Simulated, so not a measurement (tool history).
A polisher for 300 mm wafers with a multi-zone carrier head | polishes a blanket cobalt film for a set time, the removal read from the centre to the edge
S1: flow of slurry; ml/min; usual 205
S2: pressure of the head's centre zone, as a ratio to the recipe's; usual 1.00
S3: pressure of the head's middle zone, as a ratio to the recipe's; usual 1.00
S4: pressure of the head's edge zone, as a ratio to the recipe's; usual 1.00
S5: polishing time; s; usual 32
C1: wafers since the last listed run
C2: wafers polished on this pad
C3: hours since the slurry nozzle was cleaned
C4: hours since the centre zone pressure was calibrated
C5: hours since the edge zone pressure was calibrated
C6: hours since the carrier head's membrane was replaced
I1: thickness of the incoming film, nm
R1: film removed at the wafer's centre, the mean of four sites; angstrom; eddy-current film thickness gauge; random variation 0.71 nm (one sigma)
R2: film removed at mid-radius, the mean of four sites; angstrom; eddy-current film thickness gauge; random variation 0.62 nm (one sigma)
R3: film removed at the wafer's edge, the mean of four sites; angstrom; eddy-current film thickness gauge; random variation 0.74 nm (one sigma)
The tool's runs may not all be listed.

run	hour	S1	S2	S3	S4	S5	C1	C2	C3	C4	C5	C6	I1	R1	R2	R3
1	0.0	205	1.00	1.00	1.00	32	0	708	203.5	986.7	1027.4	1510.0	1166.1	1080	1006	1038
# hour 15.4: worn pad replaced by a new one
# hour 16.6: slurry nozzle cleaned
2	17.1	205	1.00	1.00	1.00	32	122	7	0.5	1003.8	1044.5	1527.1	1176.8	1064	1011	1022
3	31.7	205	1.00	1.00	1.00	32	147	154	15.1	1018.4	1059.1	1541.7	1173.8	1081	1003	1029
4	43.6	205	1.00	1.00	1.00	32	120	275	27.0	1030.3	1071.0	1553.6	1182.4	1086	1001	1028
5	59.9	205	1.00	1.00	1.00	32	164	439	43.3	1046.6	1087.3	1569.9	1181.7	1093	1003	1029
6	71.5	205	1.00	1.00	1.00	32	117	556	54.9	1058.2	1098.9	1581.5	1172.6	1083	999	1035
7	83.2	205	1.00	1.00	1.00	32	118	674	66.6	1069.9	1110.6	1593.2	1167.1	1094	998	1025
8	90.2	205	1.00	1.00	1.00	32	70	745	73.6	1076.9	1117.6	1600.2	1194.8	1086	1004	1022
9	103.2	205	1.00	1.00	1.00	32	131	876	86.6	1089.9	1130.6	1613.2	1196.5	1096	1014	1031
10	115.5	205	1.00	1.00	1.00	32	124	1001	98.9	1102.2	1142.9	1625.5	1198.4	1082	1005	1031
# hour 123.2: worn pad replaced by a new one, of another model than before
# hour 140.0: centre zone pressure recalibrated
11	156.2	205	1.00	1.00	1.00	32	350	312	139.6	16.2	1183.6	1666.2	1188.9	982	1009	1042
12	167.9	205	1.00	1.00	0.89	41	118	430	151.3	27.9	1195.3	1677.9	1200.2	1240	1298	1258
# hour 181.0: carrier head's membrane replaced by a new one
13	183.7	205	1.08	1.00	1.00	36	109	539	167.1	43.7	1211.1	2.7	1194.8	1167	1138	1160
14	191.7	205	1.00	1.00	1.00	22	80	620	175.1	51.7	1219.1	10.7	1173.1	685	682	714
# hour 197.3: slurry nozzle cleaned
15	197.9	240	1.05	0.95	1.00	32	52	673	0.6	57.9	1225.3	16.9	1181.2	1053	983	1024
# hour 212.4: worn pad replaced by a new one
16	213.9	205	1.00	1.00	1.00	32	121	14	16.6	73.9	1241.3	32.9	1198.5	990	1012	1031
17	230.2	180	1.00	1.04	1.04	36	164	179	32.9	90.2	1257.6	49.2	1183.0	1094	1144	1161
18	237.1	205	1.00	0.90	0.94	32	69	248	39.8	97.1	1264.5	56.1	1180.1	992	937	1006
19	254.0	140	1.12	1.00	1.00	32	170	419	56.7	114.0	1281.4	73.0	1189.6	1035	958	1004
# hour 261.1: edge zone pressure recalibrated
20	306.6	205	1.00	1.00	1.00	32	510	930	109.3	166.6	45.5	125.6	1196.2	986	1007	1031
21	314.9	205	1.00	1.00	1.00	32	83	1014	117.6	174.9	53.8	133.9	1170.1	1004	991	1031
# hour 322.0: worn pad replaced by a new one
22	322.5	180	1.00	1.07	1.00	42	36	4	125.2	182.5	61.4	141.5	1202.7	1286	1362	1342
23	334.1	205	1.00	1.00	1.00	32	117	121	136.8	194.1	73.0	153.1	1188.0	996	1000	1037

Forecast each of these 3 alternatives for the next run:
A	334.5	205	1.00	1.00	1.00	32	4	126	137.2	194.5	73.4	153.5	1195.7	?	?	?
B	334.5	265	1.07	1.00	1.00	32	4	126	137.2	194.5	73.4	153.5	1195.7	?	?	?
C	334.5	205	1.00	1.05	0.90	40	4	126	137.2	194.5	73.4	153.5	1195.7	?	?	?

run	R1	R2	R3
A	1007	1001	1028
B	1080	1024	1046
C	1259	1299	1222
Without the tool's hidden state the same runs would have given:
run	R1	R2	R3
A	991	1001	1028
B	1063	1024	1046
C	1239	1299	1222

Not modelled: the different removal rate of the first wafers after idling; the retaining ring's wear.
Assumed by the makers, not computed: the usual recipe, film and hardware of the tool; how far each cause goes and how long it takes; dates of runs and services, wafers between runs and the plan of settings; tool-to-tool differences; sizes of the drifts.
